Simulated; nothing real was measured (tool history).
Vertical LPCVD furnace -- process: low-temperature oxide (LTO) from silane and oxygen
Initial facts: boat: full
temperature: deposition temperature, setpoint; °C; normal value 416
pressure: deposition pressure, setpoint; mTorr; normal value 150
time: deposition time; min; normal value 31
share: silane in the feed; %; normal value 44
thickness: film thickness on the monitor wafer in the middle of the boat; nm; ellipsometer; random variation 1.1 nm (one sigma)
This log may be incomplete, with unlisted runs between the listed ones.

| run | day | temperature | pressure | time | share | wafers since the last listed run | hours since the last temperature calibration | hours since the pressure gauge was zeroed | hours since the silane flow controller was replaced | hours since the gauge calibration | read-back reference wafer on the same gauge, thickness | thickness |
|---|---|---|---|---|---|---|---|---|---|---|---|---|
| 1 | 0 | 416 | 150 | 31 | 44 | 0 | 3850.5 | 4373.4 | 443.7 | 1300.4 | 227.03 | 287.98 |
| 2 | 1.929 | 416 | 125 | 31 | 44 | 990 | 3896.8 | 4419.7 | 490 | 1346.7 | 226.95 | 239.3 |
|  | 4.338 | pressure gauge zeroed |
| 3 | 5.067 | 416 | 125 | 31 | 44 | 1097 | 3972.1 | 17.5 | 565.3 | 1422 | 227.04 | 231.21 |
|  | 8.779 | thermocouples replaced and temperature profile calibrated |
| 4 | 8.8 | 411 | 150 | 31 | 42 | 1402 | 0.5 | 107.1 | 654.9 | 1511.6 | 226.71 | 242.36 |
| 5 | 12.454 | 416 | 150 | 24 | 44 | 1875 | 88.2 | 194.8 | 742.6 | 1599.3 | 227.19 | 207.75 |
| 6 | 15.396 | 405 | 125 | 20.5 | 44 | 1509 | 158.8 | 265.4 | 813.2 | 1669.9 | 227.25 | 132.58 |
| 7 | 19.754 | 416 | 150 | 31 | 50 | 2237 | 263.4 | 370 | 917.8 | 1774.5 | 226.67 | 299.6 |
| 8 | 22.417 | 416 | 150 | 31 | 44 | 1366 | 327.3 | 433.9 | 981.7 | 1838.4 | 226.95 | 268.7 |
| 9 | 26.304 | 416 | 150 | 31 | 44 | 1995 | 420.6 | 527.2 | 1075 | 1931.7 | 226.73 | 268.81 |
| 10 | 29.938 | 413 | 150 | 31 | 44 | 1864 | 507.8 | 614.4 | 1162.2 | 2018.9 | 226.95 | 261.67 |
|  | 31.954 | gauge calibrated |
| 11 | 32.121 | 416 | 150 | 31 | 44 | 1120 | 560.2 | 666.8 | 1214.6 | 4 | 227.17 | 270.86 |
| 12 | 34.025 | 410 | 115 | 19 | 41 | 977 | 605.9 | 712.5 | 1260.3 | 49.7 | 226.74 | 110.58 |
| 13 | 36.467 | 426 | 150 | 43 | 44 | 1253 | 664.5 | 771.1 | 1318.9 | 108.3 | 227.46 | 412.31 |
| 14 | 38.938 | 411 | 150 | 26.5 | 39 | 1268 | 723.8 | 830.4 | 1378.2 | 167.6 | 226.85 | 192.9 |
| 15 | 42.525 | 409 | 115 | 31 | 40 | 1841 | 809.9 | 916.5 | 1464.3 | 253.7 | 227.14 | 173.88 |
| 16 | 44.983 | 411 | 130 | 31 | 35 | 1261 | 868.9 | 975.5 | 1523.3 | 312.7 | 227.08 | 170.79 |
| 17 | 47.067 | 416 | 150 | 31 | 44 | 1069 | 918.9 | 1025.5 | 1573.3 | 362.7 | 226.78 | 270.33 |
| 18 | 49.033 | 413 | 175 | 41.5 | 40 | 1009 | 966.1 | 1072.7 | 1620.5 | 409.9 | 226.82 | 371.07 |
| 19 | 53.417 | 413 | 150 | 34.5 | 37 | 2249 | 1071.3 | 1177.9 | 1725.7 | 515.1 | 226.55 | 241.78 |
|  | 56.471 | silane flow controller replaced |
| 20 | 56.492 | 416 | 180 | 22.5 | 48 | 1065 | 1145.1 | 1251.7 | 0.5 | 588.9 | 227.14 | 257.76 |
| 21 | 58.692 | 416 | 135 | 31 | 44 | 1129 | 1197.9 | 1304.5 | 53.3 | 641.7 | 227.02 | 243.82 |
| 22 | 62.429 | 416 | 150 | 31 | 44 | 1918 | 1287.6 | 1394.2 | 143 | 731.4 | 227.03 | 273.6 |
| 23 | 66.754 | 423 | 150 | 31 | 38 | 2219 | 1391.4 | 1498 | 246.8 | 835.2 | 227.25 | 250.43 |
| 24 | 70.396 | 416 | 165 | 27 | 44 | 1869 | 1478.8 | 1585.4 | 334.2 | 922.6 | 227.12 | 263.64 |
| 25 | 74.225 | 416 | 150 | 31 | 44 | 1965 | 1570.7 | 1677.3 | 426.1 | 1014.5 | 227.13 | 272.32 |
| 26 | 77.838 | 416 | 170 | 31 | 44 | 1854 | 1657.4 | 1764 | 512.8 | 1101.2 | 226.93 | 312.35 |
| 27 | 81.65 | 416 | 125 | 31 | 44 | 1956 | 1748.9 | 1855.5 | 604.3 | 1192.7 | 227.36 | 230.49 |
| 28 | 83.75 | 416 | 150 | 40.5 | 47 | 1077 | 1799.3 | 1905.9 | 654.7 | 1243.1 | 226.85 | 381.54 |
| 29 | 85.354 | 416 | 150 | 31 | 44 | 823 | 1837.8 | 1944.4 | 693.2 | 1281.6 | 226.85 | 275.46 |
| 30 | 87.517 | 423 | 150 | 35.5 | 40 | 1109 | 1889.7 | 1996.3 | 745.1 | 1333.5 | 227.23 | 307.43 |

Below, each run's measurement less what the same run would have read without the hidden state. Both values contain the same run-to-run variation, but the gauge's scatter may not be the same in both:
What the log doesn't record here: true tube temperature minus thermocouple reading, K; true pressure minus gauge reading, mTorr; deviation of the silane flow from its setpoint, %; gauge reads high (%).
| run | thickness |
|---|---|
| 1 | +20.5 |
| 2 | +18.65 |
| 3 | +9.56 |
| 4 | +1.1 |
| 5 | +1.24 |
| 6 | +1.04 |
| 7 | +2.65 |
| 8 | +2.75 |
| 9 | +3.2 |
| 10 | +3.54 |
| 11 | +3.9 |
| 12 | +1.93 |
| 13 | +6.54 |
| 14 | +3.45 |
| 15 | +3.78 |
| 16 | +3.78 |
| 17 | +5.59 |
| 18 | +7.72 |
| 19 | +5.87 |
| 20 | +5.79 |
| 21 | +6.52 |
| 22 | +7.42 |
| 23 | +7.33 |
| 24 | +7.72 |
| 25 | +8.71 |
| 26 | +9.95 |
| 27 | +8.78 |
| 28 | +13.53 |
| 29 | +10.09 |
| 30 | +11.57 |
